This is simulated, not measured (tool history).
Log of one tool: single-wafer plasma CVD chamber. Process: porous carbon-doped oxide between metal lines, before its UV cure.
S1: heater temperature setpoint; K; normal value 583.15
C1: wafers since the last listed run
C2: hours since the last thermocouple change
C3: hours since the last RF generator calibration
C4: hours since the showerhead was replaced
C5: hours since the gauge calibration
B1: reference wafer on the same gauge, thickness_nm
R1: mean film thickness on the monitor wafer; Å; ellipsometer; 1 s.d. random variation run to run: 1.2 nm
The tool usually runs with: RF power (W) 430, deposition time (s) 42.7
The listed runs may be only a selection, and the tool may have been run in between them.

run 1 hour=0 | S1=583.15 RF_power_(W)=430 deposition_time_(s)=42.7 | C1=0 C2=878.2 C3=1672.7 C4=5072.8 C5=890.9 | B1=186.624 | R1=2166.23
run 2 hour=13.9 | S1=594.15 RF_power_(W)=430 deposition_time_(s)=42.7 | C1=287 C2=892.1 C3=1686.6 C4=5086.7 C5=904.8 | B1=186.091 | R1=2072.83
run 3 hour=38.7 | S1=575.15 RF_power_(W)=465 deposition_time_(s)=42.7 | C1=513 C2=916.9 C3=1711.4 C4=5111.5 C5=929.6 | B1=186.055 | R1=2365.32
run 4 hour=51.2 | S1=579.15 RF_power_(W)=430 deposition_time_(s)=42.7 | C1=258 C2=929.4 C3=1723.9 C4=5124 C5=942.1 | B1=185.968 | R1=2192.02
-- hour=94 thermocouple changed; heater temperature recalibrated
run 5 hour=114.6 | S1=579.15 RF_power_(W)=430 deposition_time_(s)=42.7 | C1=1147 C2=20.6 C3=1787.3 C4=5187.4 C5=1005.5 | B1=185.703 | R1=2216.7
run 6 hour=138.6 | S1=583.15 RF_power_(W)=430 deposition_time_(s)=42.7 | C1=497 C2=44.6 C3=1811.3 C4=5211.4 C5=1029.5 | B1=185.548 | R1=2164.37
-- hour=142.2 gauge calibrated
run 7 hour=151.8 | S1=583.15 RF_power_(W)=430 deposition_time_(s)=42.7 | C1=273 C2=57.8 C3=1824.5 C4=5224.6 C5=9.6 | B1=190.08 | R1=2202.56
run 8 hour=170.2 | S1=583.15 RF_power_(W)=430 deposition_time_(s)=42.7 | C1=381 C2=76.2 C3=1842.9 C4=5243 C5=28 | B1=189.489 | R1=2187.63
run 9 hour=190.9 | S1=583.15 RF_power_(W)=430 deposition_time_(s)=42.7 | C1=428 C2=96.9 C3=1863.6 C4=5263.7 C5=48.7 | B1=189.553 | R1=2218.09
run 10 hour=214.2 | S1=597.15 RF_power_(W)=430 deposition_time_(s)=42.7 | C1=482 C2=120.2 C3=1886.9 C4=5287 C5=72 | B1=189.679 | R1=2063.08
run 11 hour=227.6 | S1=583.15 RF_power_(W)=430 deposition_time_(s)=42.7 | C1=277 C2=133.6 C3=1900.3 C4=5300.4 C5=85.4 | B1=189.332 | R1=2208.06
run 12 hour=248 | S1=583.15 RF_power_(W)=430 deposition_time_(s)=42.7 | C1=422 C2=154 C3=1920.7 C4=5320.8 C5=105.8 | B1=189.188 | R1=2179.19
run 13 hour=274.5 | S1=590.15 RF_power_(W)=480 deposition_time_(s)=51.1 | C1=549 C2=180.5 C3=1947.2 C4=5347.3 C5=132.3 | B1=189.092 | R1=2705.69
run 14 hour=305.2 | S1=583.15 RF_power_(W)=430 deposition_time_(s)=42.7 | C1=636 C2=211.2 C3=1977.9 C4=5378 C5=163 | B1=189.253 | R1=2190.06
run 15 hour=338.6 | S1=583.15 RF_power_(W)=430 deposition_time_(s)=42.7 | C1=692 C2=244.6 C3=2011.3 C4=5411.4 C5=196.4 | B1=188.758 | R1=2178.18
run 16 hour=363.3 | S1=583.15 RF_power_(W)=430 deposition_time_(s)=36.2 | C1=511 C2=269.3 C3=2036 C4=5436.1 C5=221.1 | B1=188.66 | R1=1880.82
run 17 hour=386.8 | S1=583.15 RF_power_(W)=430 deposition_time_(s)=37.5 | C1=486 C2=292.8 C3=2059.5 C4=5459.6 C5=244.6 | B1=188.58 | R1=1939.24
run 18 hour=412.2 | S1=583.15 RF_power_(W)=515 deposition_time_(s)=48.7 | C1=526 C2=318.2 C3=2084.9 C4=5485 C5=270 | B1=188.568 | R1=2764.36
run 19 hour=424.6 | S1=592.15 RF_power_(W)=430 deposition_time_(s)=42.7 | C1=256 C2=330.6 C3=2097.3 C4=5497.4 C5=282.4 | B1=188.335 | R1=2127.95
run 20 hour=445.4 | S1=583.15 RF_power_(W)=430 deposition_time_(s)=42.7 | C1=430 C2=351.4 C3=2118.1 C4=5518.2 C5=303.2 | B1=188.131 | R1=2185.03
-- hour=468.2 showerhead replaced
run 21 hour=503.5 | S1=574.15 RF_power_(W)=395 deposition_time_(s)=50.8 | C1=1038 C2=409.5 C3=2176.2 C4=35.3 C5=361.3 | B1=188.099 | R1=2585.88
run 22 hour=530.7 | S1=569.15 RF_power_(W)=475 deposition_time_(s)=42.7 | C1=563 C2=436.7 C3=2203.4 C4=62.5 C5=388.5 | B1=188.087 | R1=2483.06
run 23 hour=563 | S1=574.15 RF_power_(W)=430 deposition_time_(s)=46.2 | C1=669 C2=469 C3=2235.7 C4=94.8 C5=420.8 | B1=188.005 | R1=2471.96
run 24 hour=589.3 | S1=597.15 RF_power_(W)=430 deposition_time_(s)=48.8 | C1=544 C2=495.3 C3=2262 C4=121.1 C5=447.1 | B1=187.963 | R1=2327.78
run 25 hour=612.3 | S1=583.15 RF_power_(W)=430 deposition_time_(s)=42.7 | C1=476 C2=518.3 C3=2285 C4=144.1 C5=470.1 | B1=187.643 | R1=2197.66
-- hour=625.1 RF generator calibrated
run 26 hour=639 | S1=583.15 RF_power_(W)=430 deposition_time_(s)=49 | C1=387 C2=545 C3=13.9 C4=170.8 C5=496.8 | B1=187.534 | R1=2474.75
run 27 hour=667.7 | S1=573.15 RF_power_(W)=430 deposition_time_(s)=42.7 | C1=594 C2=573.7 C3=42.6 C4=199.5 C5=525.5 | B1=187.575 | R1=2301.01
run 28 hour=700.9 | S1=583.15 RF_power_(W)=430 deposition_time_(s)=42.7 | C1=687 C2=606.9 C3=75.8 C4=232.7 C5=558.7 | B1=187.543 | R1=2167.95
run 29 hour=733.3 | S1=568.15 RF_power_(W)=365 deposition_time_(s)=42.7 | C1=671 C2=639.3 C3=108.2 C4=265.1 C5=591.1 | B1=187.219 | R1=2130.77
run 30 hour=746.9 | S1=583.15 RF_power_(W)=430 deposition_time_(s)=42.7 | C1=281 C2=652.9 C3=121.8 C4=278.7 C5=604.7 | B1=187.064 | R1=2176.06
run 31 hour=833.1 | S1=589.15 RF_power_(W)=430 deposition_time_(s)=50.5 | C1=1785 C2=739.1 C3=208 C4=364.9 C5=690.9 | B1=186.456 | R1=2507.71
run 32 hour=849.2 | S1=583.15 RF_power_(W)=430 deposition_time_(s)=47 | C1=333 C2=755.2 C3=224.1 C4=381 C5=707 | B1=186.583 | R1=2358.85
run 33 hour=874.6 | S1=592.15 RF_power_(W)=395 deposition_time_(s)=45.8 | C1=526 C2=780.6 C3=249.5 C4=406.4 C5=732.4 | B1=186.065 | R1=2114.97

Predict each of these 5 candidate next runs independently; none follows another, all start after run 33:
run A hour=875 | S1=583.15 RF_power_(W)=430 deposition_time_(s)=42.7 | C1=8 C2=781 C3=249.9 C4=406.8 C5=732.8 | B1=? | R1=?
run B hour=875 | S1=575.15 RF_power_(W)=430 deposition_time_(s)=51.2 | C1=8 C2=781 C3=249.9 C4=406.8 C5=732.8 | B1=? | R1=?
run C hour=875 | S1=594.15 RF_power_(W)=360 deposition_time_(s)=49.3 | C1=8 C2=781 C3=249.9 C4=406.8 C5=732.8 | B1=? | R1=?
run D hour=875 | S1=576.15 RF_power_(W)=455 deposition_time_(s)=46.2 | C1=8 C2=781 C3=249.9 C4=406.8 C5=732.8 | B1=? | R1=?
run E hour=875 | S1=588.15 RF_power_(W)=405 deposition_time_(s)=36.2 | C1=8 C2=781 C3=249.9 C4=406.8 C5=732.8 | B1=? | R1=?

run=A B1=186.467 R1=2144.65
run=B B1=186.467 R1=2667.45
run=C B1=186.467 R1=2105.86
run=D B1=186.467 R1=2483.98
run=E B1=186.467 R1=1719.02
Without the tool's hidden state the same runs would have given:
run=A R1=2186.36
run=B R1=2719.34
run=C R1=2146.82
run=D R1=2532.3
run=E R1=1752.46
